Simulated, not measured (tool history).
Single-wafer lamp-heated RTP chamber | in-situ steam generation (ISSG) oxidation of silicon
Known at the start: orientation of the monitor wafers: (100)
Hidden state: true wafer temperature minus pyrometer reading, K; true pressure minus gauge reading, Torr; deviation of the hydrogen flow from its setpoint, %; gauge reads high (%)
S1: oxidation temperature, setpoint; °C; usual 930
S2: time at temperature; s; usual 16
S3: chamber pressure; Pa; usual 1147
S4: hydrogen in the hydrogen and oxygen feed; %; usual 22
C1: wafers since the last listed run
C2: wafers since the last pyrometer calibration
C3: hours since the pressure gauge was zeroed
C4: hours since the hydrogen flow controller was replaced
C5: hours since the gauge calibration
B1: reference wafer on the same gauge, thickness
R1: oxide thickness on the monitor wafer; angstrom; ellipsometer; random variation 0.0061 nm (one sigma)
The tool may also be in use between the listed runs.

run   hour   S1  S2    S3  S4   C1    C2      C3      C4     C5     B1     R1
  1      0  930  13  1147  22    0  3238  4131.2  5398.5    734  3.519  38.42
      22.8  -- pyrometer window cleaned and pyrometer calibrated
  2   31.2  930  13  1147  22  414   150  4162.4  5429.7  765.2  3.521  38.03
  3   47.9  930  13  1147  22  298   449  4179.1  5446.4  781.9  3.518  38.03
  4   64.9  930  16  1147  22  303   753  4196.1  5463.4  798.9  3.519  40.95
  5   80.4  930  20  1147  22  277  1030  4211.6  5478.9  814.4  3.521  44.64
      97.5  -- pressure gauge zeroed
  6  114.5  930  20  1147  22  466  1497      17    5513  848.5  3.519  44.92
  7  128.5  930  20  1147  22  250  1747      31    5527  862.5   3.52  44.98
  8  145.9  930  16  1147  22  311  2058    48.4  5544.4  879.9   3.52  41.36
     148.7  -- gauge calibrated
     155.3  -- hydrogen flow controller replaced
  9  158.6  930  11  1000  22   84  2142    61.1     3.3    9.9  3.519  36.31
 10  171.8  930  16  1147  22  236  2378    74.3    16.5   23.1   3.52   41.5
 11  189.2  930  11  1000  22  311  2689    91.7    33.9   40.5   3.52  36.51
 12  212.4  930  18  1147  22  414  3104   114.9    57.1   63.7  3.521  43.52
 13  240.2  930  16  1293  26  497  3601   142.7    84.9   91.5  3.518  42.71
     254.9  -- pyrometer window cleaned and pyrometer calibrated
 14  272.1  930  16  1147  27  427   306   174.6   116.8  123.4  3.521  43.03
 15  299.5  946  13  1147  22  489   796     202   144.2  150.8   3.52  39.66
 16  315.9  920  16  1027  22  293  1089   218.4   160.6  167.2   3.52  40.25
 17  339.3  930  13  1013  14  418  1508   241.8     184  190.6  3.521  34.53
 18    361  938  11  1333  28  388  1896   263.5   205.7  212.3   3.52  38.05
 19  391.9  930  16  1147  22  552  2448   294.4   236.6  243.2  3.519   41.3
 20    415  930  16  1147  22  413  2861   317.5   259.7  266.3   3.52  41.61
 21  431.7  930  16  1147  26  298  3160   334.2   276.4    283  3.518  43.32
 22    466  930  16  1147  22  613  3773   368.5   310.7  317.3   3.52  41.65
 23  490.4  930  16  1147  22  436  4209   392.9   335.1  341.7   3.52  41.82
     513.3  -- pyrometer window cleaned and pyrometer calibrated
 24  519.8  936  19  1307  14  382   116   422.3   364.5  371.1  3.521  39.88
 25  554.5  930  16  1027  29  620   736     457   399.2  405.8  3.521  44.28
 26  567.9  911  16  1000  31  239   976   470.4   412.6  419.2  3.522  43.34
 27  586.6  930  16  1307  22  334  1310   489.1   431.3  437.9   3.52  40.59
 28  610.4  930  16  1147  22  425  1736   512.9   455.1  461.7  3.519  41.47
 29  628.4  930  16  1147  22  321  2058   530.9   473.1  479.7  3.521  41.45
 30    647  940  16  1147  22  332  2390   549.5   491.7  498.3  3.521  42.54

How the hidden state differs across the entries between the runs, from the last listed run before each to the first after it:
Between runs 1 and 2: pyrometer window cleaned and pyrometer calibrated (hour 22.8)
  true wafer temperature minus pyrometer reading, K: 6.8 -> 0.606
  measured less the result without the state, R1: +0.59 -> +0.05 angstrom
Between runs 5 and 6: pressure gauge zeroed (hour 97.5)
  true wafer temperature minus pyrometer reading, K: 2.35 -> 3.56
  measured less the result without the state, R1: +0.28 -> +0.43 angstrom
Between runs 8 and 9: gauge calibrated (hour 148.7); hydrogen flow controller replaced (hour 155.3)
  true wafer temperature minus pyrometer reading, K: 4.68 -> 5.13
  measured less the result without the state, R1: +0.48 -> +0.39 angstrom
Between runs 13 and 14: pyrometer window cleaned and pyrometer calibrated (hour 254.9)
  true wafer temperature minus pyrometer reading, K: 8.02 -> 1.1
  measured less the result without the state, R1: +0.85 -> +0.12 angstrom
Between runs 23 and 24: pyrometer window cleaned and pyrometer calibrated (hour 513.3)
  true wafer temperature minus pyrometer reading, K: 8.85 -> 1.31
  measured less the result without the state, R1: +0.92 -> +0.14 angstrom
